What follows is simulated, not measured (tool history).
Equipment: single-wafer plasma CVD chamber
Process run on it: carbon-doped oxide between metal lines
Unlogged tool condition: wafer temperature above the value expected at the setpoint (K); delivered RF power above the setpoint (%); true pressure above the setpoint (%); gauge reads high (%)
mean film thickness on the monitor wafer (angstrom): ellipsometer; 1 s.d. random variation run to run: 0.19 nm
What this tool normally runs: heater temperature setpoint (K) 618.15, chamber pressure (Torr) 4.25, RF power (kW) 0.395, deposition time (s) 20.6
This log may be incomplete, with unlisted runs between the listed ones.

| run | hour | heater temperature setpoint (K) | chamber pressure (Torr) | RF power (kW) | deposition time (s) | wafers since the last listed run | hours since the last thermocouple change | hours since the last RF generator calibration | hours since the last manometer calibration | hours since the showerhead was replaced | hours since the gauge calibration | read-back reference wafer on the same gauge, thickness_nm | mean film thickness on the monitor wafer (angstrom) |
|---|---|---|---|---|---|---|---|---|---|---|---|---|---|
| 1 | 0.0 | 618.15 | 4.25 | 0.395 | 20.6 | 0 | 777.1 | 1207.3 | 3036.1 | 6342.7 | 300.7 | 111.260 | 965.02 |
| 2 | 6.5 | 612.15 | 4.25 | 0.335 | 20.6 | 187 | 783.6 | 1213.8 | 3042.6 | 6349.2 | 307.2 | 111.387 | 924.17 |
| 3 | 15.1 | 612.15 | 4.25 | 0.335 | 20.6 | 248 | 792.2 | 1222.4 | 3051.2 | 6357.8 | 315.8 | 111.388 | 929.68 |
| 4 | 31.5 | 612.15 | 4.25 | 0.335 | 20.6 | 473 | 808.6 | 1238.8 | 3067.6 | 6374.2 | 332.2 | 111.368 | 927.24 |
| 5 | 44.7 | 618.15 | 4.25 | 0.395 | 20.6 | 380 | 821.8 | 1252.0 | 3080.8 | 6387.4 | 345.4 | 111.387 | 967.32 |
| 6 | 60.0 | 618.15 | 4.25 | 0.395 | 20.6 | 441 | 837.1 | 1267.3 | 3096.1 | 6402.7 | 360.7 | 111.342 | 968.05 |
| 7 | 70.4 | 618.15 | 4.25 | 0.395 | 20.6 | 300 | 847.5 | 1277.7 | 3106.5 | 6413.1 | 371.1 | 111.361 | 967.92 |
| 8 | 84.2 | 618.15 | 4.25 | 0.395 | 20.6 | 398 | 861.3 | 1291.5 | 3120.3 | 6426.9 | 384.9 | 111.423 | 972.44 |
| 9 | 101.0 | 618.15 | 4.25 | 0.395 | 20.6 | 484 | 878.1 | 1308.3 | 3137.1 | 6443.7 | 401.7 | 111.401 | 970.83 |
|  | 120.4 | showerhead replaced |
| 10 | 120.9 | 618.15 | 3.56 | 0.395 | 20.6 | 343 | 898.0 | 1328.2 | 3157.0 | 0.5 | 421.6 | 111.448 | 950.37 |
| 11 | 121.2 | 618.15 | 3.56 | 0.395 | 20.6 | 8 | 898.3 | 1328.5 | 3157.3 | 0.8 | 421.9 | 111.445 | 952.39 |
| 12 | 138.5 | 618.15 | 4.25 | 0.395 | 20.6 | 499 | 915.6 | 1345.8 | 3174.6 | 18.1 | 439.2 | 111.465 | 972.75 |
| 13 | 150.1 | 618.15 | 4.25 | 0.395 | 20.6 | 334 | 927.2 | 1357.4 | 3186.2 | 29.7 | 450.8 | 111.480 | 973.17 |
|  | 167.8 | RF generator calibrated |
| 14 | 168.3 | 618.15 | 4.25 | 0.395 | 18.1 | 294 | 945.4 | 0.5 | 3204.4 | 47.9 | 469.0 | 111.419 | 857.90 |
| 15 | 176.2 | 618.15 | 4.25 | 0.415 | 20.6 | 227 | 953.3 | 8.4 | 3212.3 | 55.8 | 476.9 | 111.472 | 991.62 |
|  | 182.8 | gauge calibrated |
| 16 | 193.0 | 613.15 | 4.25 | 0.395 | 20.6 | 484 | 970.1 | 25.2 | 3229.1 | 72.6 | 10.2 | 111.394 | 993.63 |
| 17 | 200.9 | 618.15 | 4.66 | 0.375 | 20.6 | 227 | 978.0 | 33.1 | 3237.0 | 80.5 | 18.1 | 111.465 | 968.95 |
|  | 216.1 | thermocouple changed; heater temperature recalibrated |
| 18 | 216.6 | 618.15 | 4.25 | 0.395 | 24.7 | 222 | 0.5 | 48.8 | 3252.7 | 96.2 | 33.8 | 111.278 | 1141.17 |
| 19 | 220.5 | 618.15 | 5.03 | 0.340 | 22.3 | 112 | 4.4 | 52.7 | 3256.6 | 100.1 | 37.7 | 111.399 | 1004.03 |
| 20 | 235.1 | 618.15 | 4.25 | 0.395 | 20.6 | 421 | 19.0 | 67.3 | 3271.2 | 114.7 | 52.3 | 111.383 | 956.17 |
|  | 251.7 | capacitance manometer re-zeroed and calibrated |
| 21 | 252.2 | 618.15 | 4.25 | 0.395 | 20.6 | 262 | 36.1 | 84.4 | 0.5 | 131.8 | 69.4 | 111.296 | 960.34 |
| 22 | 255.8 | 618.15 | 4.25 | 0.360 | 22.4 | 103 | 39.7 | 88.0 | 4.1 | 135.4 | 73.0 | 111.422 | 1010.98 |
| 23 | 263.9 | 630.15 | 3.38 | 0.395 | 20.6 | 233 | 47.8 | 96.1 | 12.2 | 143.5 | 81.1 | 111.310 | 908.67 |
| 24 | 280.3 | 626.15 | 4.25 | 0.395 | 23.1 | 473 | 64.2 | 112.5 | 28.6 | 159.9 | 97.5 | 111.468 | 1053.36 |
| 25 | 296.1 | 618.15 | 4.25 | 0.370 | 20.6 | 455 | 80.0 | 128.3 | 44.4 | 175.7 | 113.3 | 111.374 | 937.64 |
| 26 | 308.8 | 618.15 | 4.25 | 0.445 | 20.6 | 366 | 92.7 | 141.0 | 57.1 | 188.4 | 126.0 | 111.328 | 1003.63 |
| 27 | 321.9 | 622.15 | 4.25 | 0.395 | 21.8 | 377 | 105.8 | 154.1 | 70.2 | 201.5 | 139.1 | 111.447 | 1003.70 |
| 28 | 332.9 | 618.15 | 4.25 | 0.395 | 20.6 | 317 | 116.8 | 165.1 | 81.2 | 212.5 | 150.1 | 111.447 | 961.94 |
| 29 | 346.0 | 618.15 | 4.25 | 0.395 | 18.1 | 377 | 129.9 | 178.2 | 94.3 | 225.6 | 163.2 | 111.341 | 846.95 |
| 30 | 362.9 | 618.15 | 4.53 | 0.395 | 20.6 | 487 | 146.8 | 195.1 | 111.2 | 242.5 | 180.1 | 111.336 | 965.97 |

Predict each of these 3 candidate next runs independently; none follows another, all start after run 30:
| A | 363.3 | 618.15 | 3.37 | 0.395 | 20.6 | 11 | 147.2 | 195.5 | 111.6 | 242.9 | 180.5 | ? | ? |
| B | 363.3 | 627.15 | 4.25 | 0.465 | 20.6 | 11 | 147.2 | 195.5 | 111.6 | 242.9 | 180.5 | ? | ? |
| C | 363.3 | 608.15 | 3.63 | 0.340 | 18.3 | 11 | 147.2 | 195.5 | 111.6 | 242.9 | 180.5 | ? | ? |

| run | read-back reference wafer on the same gauge, thickness_nm | mean film thickness on the monitor wafer (angstrom) |
|---|---|---|
| A | 111.360 | 932.27 |
| B | 111.360 | 997.22 |
| C | 111.360 | 813.90 |
What these runs would have given with no unlogged condition in the tool:
| run | mean film thickness on the monitor wafer (angstrom) |
|---|---|
| A | 932.77 |
| B | 997.70 |
| C | 814.38 |
